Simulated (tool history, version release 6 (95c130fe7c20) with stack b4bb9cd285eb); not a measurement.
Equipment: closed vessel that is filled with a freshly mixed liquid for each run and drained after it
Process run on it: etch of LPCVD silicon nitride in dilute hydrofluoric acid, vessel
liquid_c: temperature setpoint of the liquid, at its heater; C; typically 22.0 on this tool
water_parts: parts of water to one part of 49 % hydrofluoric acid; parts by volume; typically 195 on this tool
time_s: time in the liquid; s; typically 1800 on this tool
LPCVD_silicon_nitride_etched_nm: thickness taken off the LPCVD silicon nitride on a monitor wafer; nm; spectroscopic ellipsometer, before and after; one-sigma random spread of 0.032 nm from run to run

| run | hour | liquid_c | water_parts | time_s | read-back film thickness of the LPCVD silicon nitride reference wafer, read on the same gauge (nm) | LPCVD_silicon_nitride_etched_nm |
|---|---|---|---|---|---|---|
| 1 | 0.0 | 22.0 | 195 | 2150 | 140.022 | 4.818 |
| 2 | 102.7 | 22.0 | 195 | 2150 | 140.022 | 4.785 |
| 3 | 160.9 | 22.0 | 195 | 2150 | 140.018 | 4.633 |
|  | 167.0 | hydrofluoric acid flow meter replaced |
| 4 | 255.2 | 22.0 | 195 | 1800 | 140.008 | 3.983 |
|  | 336.2 | gauge calibrated |
| 5 | 359.3 | 22.0 | 170 | 1800 | 140.000 | 4.543 |
| 6 | 395.5 | 22.0 | 170 | 1800 | 140.051 | 4.527 |
| 7 | 471.2 | 22.0 | 195 | 1800 | 139.957 | 3.937 |
| 8 | 567.2 | 22.0 | 195 | 1800 | 139.995 | 3.864 |
| 9 | 621.5 | 22.0 | 195 | 1800 | 140.017 | 3.826 |
|  | 655.5 | hydrofluoric acid flow meter replaced |
| 10 | 662.8 | 22.0 | 195 | 1800 | 140.034 | 4.011 |
| 11 | 746.0 | 22.0 | 195 | 2590 | 140.038 | 5.661 |
| 12 | 799.8 | 22.0 | 120 | 1800 | 139.976 | 6.218 |
| 13 | 899.9 | 22.0 | 195 | 1800 | 139.981 | 3.830 |
| 14 | 998.9 | 22.0 | 150 | 2620 | 139.964 | 7.137 |
| 15 | 1035.9 | 19.5 | 195 | 1800 | 139.995 | 3.235 |
|  | 1217.9 | hydrofluoric acid flow meter replaced |
| 16 | 1329.6 | 23.5 | 135 | 1800 | 140.014 | 6.025 |
|  | 1520.4 | gauge calibrated |
|  | 1567.3 | thermometer replaced |
| 17 | 1643.4 | 22.0 | 195 | 1800 | 139.956 | 4.224 |
| 18 | 1718.6 | 19.0 | 130 | 2445 | 140.000 | 7.023 |
| 19 | 1759.5 | 18.5 | 245 | 2145 | 139.992 | 3.180 |
|  | 1761.7 | hydrofluoric acid flow meter replaced |
| 20 | 1967.6 | 25.5 | 195 | 2300 | 140.028 | 6.807 |
| 21 | 2043.9 | 22.0 | 195 | 1800 | 139.986 | 4.188 |

What if the next run were any one of these 3? Each begins from the tool's condition after run 21:
| A | 2045.1 | 22.0 | 195 | 2230 | ? | ? |
| B | 2045.1 | 22.0 | 245 | 1800 | ? | ? |
| C | 2045.1 | 18.0 | 195 | 1185 | ? | ? |

| run | read-back film thickness of the LPCVD silicon nitride reference wafer, read on the same gauge (nm) | LPCVD_silicon_nitride_etched_nm |
|---|---|---|
| A | 140.005 | 5.233 |
| B | 140.005 | 3.379 |
| C | 140.005 | 2.136 |
With no hidden state in the tool, these same runs would have given:
| run | LPCVD_silicon_nitride_etched_nm |
|---|---|
| A | 5.546 |
| B | 3.579 |
| C | 2.266 |
